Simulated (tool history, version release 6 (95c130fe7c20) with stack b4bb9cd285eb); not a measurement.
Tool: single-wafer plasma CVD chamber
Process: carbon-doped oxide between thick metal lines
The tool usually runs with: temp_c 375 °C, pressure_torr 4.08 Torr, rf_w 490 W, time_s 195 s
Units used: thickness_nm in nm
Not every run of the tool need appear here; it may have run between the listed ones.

run,hour,temp_c,pressure_torr,rf_w,time_s,wafers since the last listed run,hours since the last thermocouple change,hours since the last RF generator calibration,hours since the last manometer calibration,hours since the showerhead was replaced,hours since the gauge calibration,"read-back reference wafer on the same gauge, thickness_nm",thickness_nm
1,0,375,4.08,490,195,0,798,682.9,3028,7845,69.6,814.821,879.372
2,9.9,375,4.08,490,195,76,807.9,692.8,3037.9,7854.9,79.5,815.046,881.547
3,21.7,375,4.08,490,195,91,819.7,704.6,3049.7,7866.7,91.3,815.102,881.289
4,36.2,375,4.08,490,195,112,834.2,719.1,3064.2,7881.2,105.8,815.108,880.173
5,47.1,375,4.08,490,195,84,845.1,730,3075.1,7892.1,116.7,815.02,877.774
6,61.6,375,4.08,490,195,112,859.6,744.5,3089.6,7906.6,131.2,815.162,880.036
7,76.6,375,4.08,490,195,116,874.6,759.5,3104.6,7921.6,146.2,814.922,877.945
8,91.7,375,4.08,490,195,117,889.7,774.6,3119.7,7936.7,161.3,815.076,875.541
9,99.8,384,4.08,490,195,62,897.8,782.7,3127.8,7944.8,169.4,814.811,860.58
10,151.7,384,4.08,490,195,403,949.7,834.6,3179.7,7996.7,221.3,814.975,857.919
11,169.6,375,4.08,490,195,139,967.6,852.5,3197.6,8014.6,239.2,815.144,873.501
# hour 178.6: showerhead replaced
12,184.7,375,4.08,490,195,55,982.7,867.6,3212.7,6.1,254.3,814.918,871.988
13,198.1,387,4.08,535,195,104,996.1,881,3226.1,19.5,267.7,814.82,903.466
14,208.3,375,4.08,490,195,79,1006.3,891.2,3236.3,29.7,277.9,815.095,869.404
# hour 216.8: RF generator calibrated
# hour 225.6: capacitance manometer re-zeroed and calibrated
15,226.1,363,3.62,490,195,13,1024.1,9.3,0.5,47.5,295.7,815.042,903.052
16,241.4,369,4.08,490,195,118,1039.4,24.6,15.8,62.8,311,815.006,907.507
17,255.5,375,4.08,490,195,109,1053.5,38.7,29.9,76.9,325.1,815.107,898.202
18,270,375,4.08,490,160,112,1068,53.2,44.4,91.4,339.6,815.122,734.366
# hour 271.1: gauge calibrated
# hour 284.7: thermocouple changed; heater temperature recalibrated
19,285.2,375,3.26,440,195,55,0.5,68.4,59.6,106.6,14.1,814.924,809.937
20,300,375,4.08,490,163,115,15.3,83.2,74.4,121.4,28.9,814.87,749.51
21,313.9,367,4.08,545,167,108,29.2,97.1,88.3,135.3,42.8,815.265,835.246
22,360.2,389,4.86,440,195,359,75.5,143.4,134.6,181.6,89.1,815.129,832.292
23,372.2,360,4.08,490,219,93,87.5,155.4,146.6,193.6,101.1,815.223,1037.601
24,378.6,382,3.74,395,195,49,93.9,161.8,153,200,107.5,815.104,748.419
25,386.5,375,4.08,490,195,61,101.8,169.7,160.9,207.9,115.4,814.927,895.116
26,393.6,375,4.08,490,195,55,108.9,176.8,168,215,122.5,815.141,895.598
27,410.1,369,4.08,415,195,128,125.4,193.3,184.5,231.5,139,814.837,806.269
28,419.6,375,4.08,490,195,73,134.9,202.8,194,241,148.5,814.864,894.96

Forecast each of these 3 alternatives for the next run:
A,420.1,375,4.08,490,195,3,135.4,203.3,194.5,241.5,149,?,?
B,420.1,380,4.08,490,195,3,135.4,203.3,194.5,241.5,149,?,?
C,420.1,387,3.8,490,195,3,135.4,203.3,194.5,241.5,149,?,?

run,"read-back reference wafer on the same gauge, thickness_nm",thickness_nm
A,814.958,894.269
B,814.958,885.752
C,814.958,865.921
Had the tool no hidden state, the same runs would have come out as:
run,thickness_nm
A,895.909
B,887.377
C,867.509
